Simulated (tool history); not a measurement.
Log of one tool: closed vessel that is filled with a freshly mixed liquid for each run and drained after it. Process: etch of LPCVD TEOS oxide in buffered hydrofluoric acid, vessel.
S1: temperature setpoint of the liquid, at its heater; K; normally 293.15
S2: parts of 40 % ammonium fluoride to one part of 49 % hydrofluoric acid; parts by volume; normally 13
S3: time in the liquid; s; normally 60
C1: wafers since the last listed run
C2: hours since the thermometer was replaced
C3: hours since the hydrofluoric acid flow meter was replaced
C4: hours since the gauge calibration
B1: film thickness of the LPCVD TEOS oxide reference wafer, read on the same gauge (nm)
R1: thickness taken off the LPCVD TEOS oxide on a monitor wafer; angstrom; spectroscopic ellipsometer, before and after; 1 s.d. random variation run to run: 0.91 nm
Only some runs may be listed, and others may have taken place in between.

run 1 day=0 | S1=293.15 S2=13 S3=60 | C1=0 C2=227.3 C3=770.3 C4=1388.2 | B1=29.96 | R1=987
run 2 day=2.504 | S1=293.15 S2=13 S3=60 | C1=7168 C2=287.4 C3=830.4 C4=1448.3 | B1=30 | R1=977
run 3 day=8.042 | S1=293.15 S2=13 S3=60 | C1=15851 C2=420.3 C3=963.3 C4=1581.2 | B1=30.03 | R1=1000.6
run 4 day=9.912 | S1=293.15 S2=16 S3=60 | C1=5355 C2=465.2 C3=1008.2 C4=1626.1 | B1=30 | R1=811.7
run 5 day=11.588 | S1=293.15 S2=16 S3=60 | C1=4794 C2=505.4 C3=1048.4 C4=1666.3 | B1=29.98 | R1=805.2
run 6 day=13.142 | S1=293.15 S2=13 S3=60 | C1=4448 C2=542.7 C3=1085.7 C4=1703.6 | B1=29.97 | R1=998.5
run 7 day=15.012 | S1=293.15 S2=13 S3=60 | C1=5355 C2=587.6 C3=1130.6 C4=1748.5 | B1=30 | R1=999.8
run 8 day=21.879 | S1=293.15 S2=13 S3=60 | C1=19656 C2=752.4 C3=1295.4 C4=1913.3 | B1=30 | R1=1029.3
run 9 day=23.804 | S1=293.15 S2=13 S3=50 | C1=5510 C2=798.6 C3=1341.6 C4=1959.5 | B1=30.04 | R1=853.5
run 10 day=24.892 | S1=293.15 S2=13 S3=50 | C1=3113 C2=824.7 C3=1367.7 C4=1985.6 | B1=30.03 | R1=853.1
-- day=25.967 hydrofluoric acid flow meter replaced
run 11 day=27.7 | S1=293.15 S2=13 S3=50 | C1=7919 C2=892.1 C3=41.6 C4=2053 | B1=29.99 | R1=865.6
run 12 day=29.504 | S1=293.15 S2=13 S3=60 | C1=5164 C2=935.4 C3=84.9 C4=2096.3 | B1=29.96 | R1=1062.4
run 13 day=31.479 | S1=293.15 S2=13 S3=60 | C1=5653 C2=982.8 C3=132.3 C4=2143.7 | B1=29.96 | R1=1042.1
-- day=32.504 thermometer replaced
run 14 day=32.571 | S1=294.65 S2=11.5 S3=60 | C1=3005 C2=1.6 C3=158.5 C4=2169.9 | B1=29.98 | R1=1162.7
run 15 day=35.529 | S1=296.65 S2=15 S3=80 | C1=8468 C2=72.6 C3=229.5 C4=2240.9 | B1=29.99 | R1=1357.9
run 16 day=38.271 | S1=293.15 S2=13 S3=35 | C1=7848 C2=138.4 C3=295.3 C4=2306.7 | B1=29.96 | R1=556.2
run 17 day=40.621 | S1=293.15 S2=13 S3=60 | C1=6727 C2=194.8 C3=351.7 C4=2363.1 | B1=29.99 | R1=966.1
run 18 day=45.012 | S1=295.65 S2=16.5 S3=30 | C1=12571 C2=300.2 C3=457.1 C4=2468.5 | B1=30.03 | R1=443
run 19 day=46.788 | S1=293.15 S2=13 S3=60 | C1=5081 C2=342.8 C3=499.7 C4=2511.1 | B1=30 | R1=989.4
-- day=48.583 gauge calibrated
run 20 day=49.571 | S1=290.15 S2=10 S3=75 | C1=7967 C2=409.6 C3=566.5 C4=23.7 | B1=29.97 | R1=1358.4
run 21 day=51.867 | S1=293.15 S2=16.5 S3=60 | C1=6572 C2=464.7 C3=621.6 C4=78.8 | B1=29.99 | R1=777.5
run 22 day=53.517 | S1=290.15 S2=15.5 S3=95 | C1=4723 C2=504.3 C3=661.2 C4=118.4 | B1=29.98 | R1=1109
run 23 day=56.012 | S1=290.15 S2=8.5 S3=95 | C1=7144 C2=564.2 C3=721.1 C4=178.3 | B1=30 | R1=1975.7
run 24 day=57.738 | S1=293.15 S2=17 S3=60 | C1=4938 C2=605.6 C3=762.5 C4=219.7 | B1=30 | R1=791.7
run 25 day=58.838 | S1=294.65 S2=13 S3=45 | C1=3148 C2=632 C3=788.9 C4=246.1 | B1=30.03 | R1=831.5
run 26 day=61.554 | S1=293.15 S2=13 S3=30 | C1=7776 C2=697.2 C3=854.1 C4=311.3 | B1=30.02 | R1=513.5
run 27 day=63.45 | S1=293.15 S2=17 S3=40 | C1=5427 C2=742.7 C3=899.6 C4=356.8 | B1=29.99 | R1=530.5
run 28 day=66.296 | S1=293.15 S2=13 S3=60 | C1=8146 C2=811 C3=967.9 C4=425.1 | B1=30.04 | R1=1013.1
run 29 day=68.246 | S1=294.65 S2=9.5 S3=30 | C1=5582 C2=857.8 C3=1014.7 C4=471.9 | B1=29.97 | R1=751.8
run 30 day=70.725 | S1=296.65 S2=16 S3=75 | C1=7096 C2=917.3 C3=1074.2 C4=531.4 | B1=29.97 | R1=1274.6
run 31 day=71.983 | S1=293.15 S2=13 S3=30 | C1=3602 C2=947.5 C3=1104.4 C4=561.6 | B1=29.93 | R1=535.3
run 32 day=73.842 | S1=295.65 S2=9.5 S3=35 | C1=5319 C2=992.1 C3=1149 C4=606.2 | B1=29.98 | R1=935
run 33 day=76.1 | S1=290.15 S2=16.5 S3=85 | C1=6464 C2=1046.3 C3=1203.2 C4=660.4 | B1=30.04 | R1=1011.8
-- day=78.612 thermometer replaced
run 34 day=78.817 | S1=290.15 S2=13 S3=75 | C1=7657 C2=4.9 C3=1268.4 C4=725.6 | B1=29.99 | R1=1008.7

Hidden state or all else? Some run-to-run changes of R1, split into what the settings, what came in and random variation would give without the hidden state, and what is left for the hidden state (with any gauge scatter that isn't in both results):
Hidden state present: liquid hotter than its thermometer reads (K); hydrofluoric acid flow below the setpoint (%); gauge reads high (%).
Run 13 -> 14: S1 293.15 -> 294.65, S2 13 -> 11.5, thermometer replaced. R1 +120.6 angstrom: hidden state -102.9, all else +223.5.
Run 15 -> 16: S1 296.65 -> 293.15, S2 15 -> 13, S3 80 -> 35. R1 -801.7 angstrom: hidden state -2.4, all else -799.3.
Run 22 -> 23: S2 15.5 -> 8.5. R1 +866.7 angstrom: hidden state +56.7, all else +810.
Run 23 -> 24: S1 290.15 -> 293.15, S2 8.5 -> 17, S3 95 -> 60. R1 -1184 angstrom: hidden state -66.2, all else -1117.8.
Run 33 -> 34: S2 16.5 -> 13, S3 85 -> 75, thermometer replaced. R1 -3.1 angstrom: hidden state -102.1, all else +99.
